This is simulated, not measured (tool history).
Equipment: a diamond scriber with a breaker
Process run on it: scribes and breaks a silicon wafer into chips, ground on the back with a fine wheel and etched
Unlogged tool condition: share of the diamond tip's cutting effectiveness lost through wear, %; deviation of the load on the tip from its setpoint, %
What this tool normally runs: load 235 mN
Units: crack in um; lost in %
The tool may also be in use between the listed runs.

run	day	load	wafers since the last listed run	hours since the diamond tip was replaced	hours since the load on the tip was calibrated	incoming depth of the damage left on the back of the incoming wafer, um	crack	lost
1	0	273	0	260.9	3.5	0.49	8.74	1.47
2	1.05	273	63	286.1	28.7	0.4	8.55	1.66
3	2.975	273	116	332.3	74.9	0.44	8.47	1.64
4	4.367	235	84	365.7	108.3	0.5	7.84	2.87
5	7.212	235	172	434	176.6	0.8	7.55	3.63
6	9.742	235	153	494.7	237.3	0.57	7.42	3.8
7	11.071	235	80	526.6	269.2	0.8	7.27	3.93
# day 11.9: diamond tip replaced by a new one
8	13.317	235	130	34	323.1	0.43	8.5	1.53
9	14.567	235	75	64	353.1	0.54	8.38	1.73
10	15.617	235	63	89.2	378.3	0.59	8.39	1.67
11	16.646	235	62	113.9	403	0.79	8.25	1.9
12	17.85	286	72	142.8	431.9	0.71	9.4	2.18
13	20.104	286	136	196.9	486	0.49	9.09	1.75
14	21.375	286	76	227.4	516.5	0.46	9.23	1.78
15	22.471	235	66	253.7	542.8	0.55	7.98	2.14
16	23.796	235	80	285.5	574.6	0.33	7.89	2.56
17	25.425	235	98	324.6	613.7	0.34	7.91	2.66
18	28.246	235	170	392.3	681.4	0.5	7.65	3.47
19	29.35	235	66	418.8	707.9	0.61	7.58	3.17

Run 20 has not been measured yet. What should we expect?
# day 31.425: diamond tip replaced by a new one
20	31.583	184	130	3.8	761.5	0.51	?	?

Run 20 measured crack 7.22 um, lost 4.26 %.
Were there no unlogged condition in the tool, this run, its random variation unchanged, would have produced crack 7.29 um, lost 3.95 %.

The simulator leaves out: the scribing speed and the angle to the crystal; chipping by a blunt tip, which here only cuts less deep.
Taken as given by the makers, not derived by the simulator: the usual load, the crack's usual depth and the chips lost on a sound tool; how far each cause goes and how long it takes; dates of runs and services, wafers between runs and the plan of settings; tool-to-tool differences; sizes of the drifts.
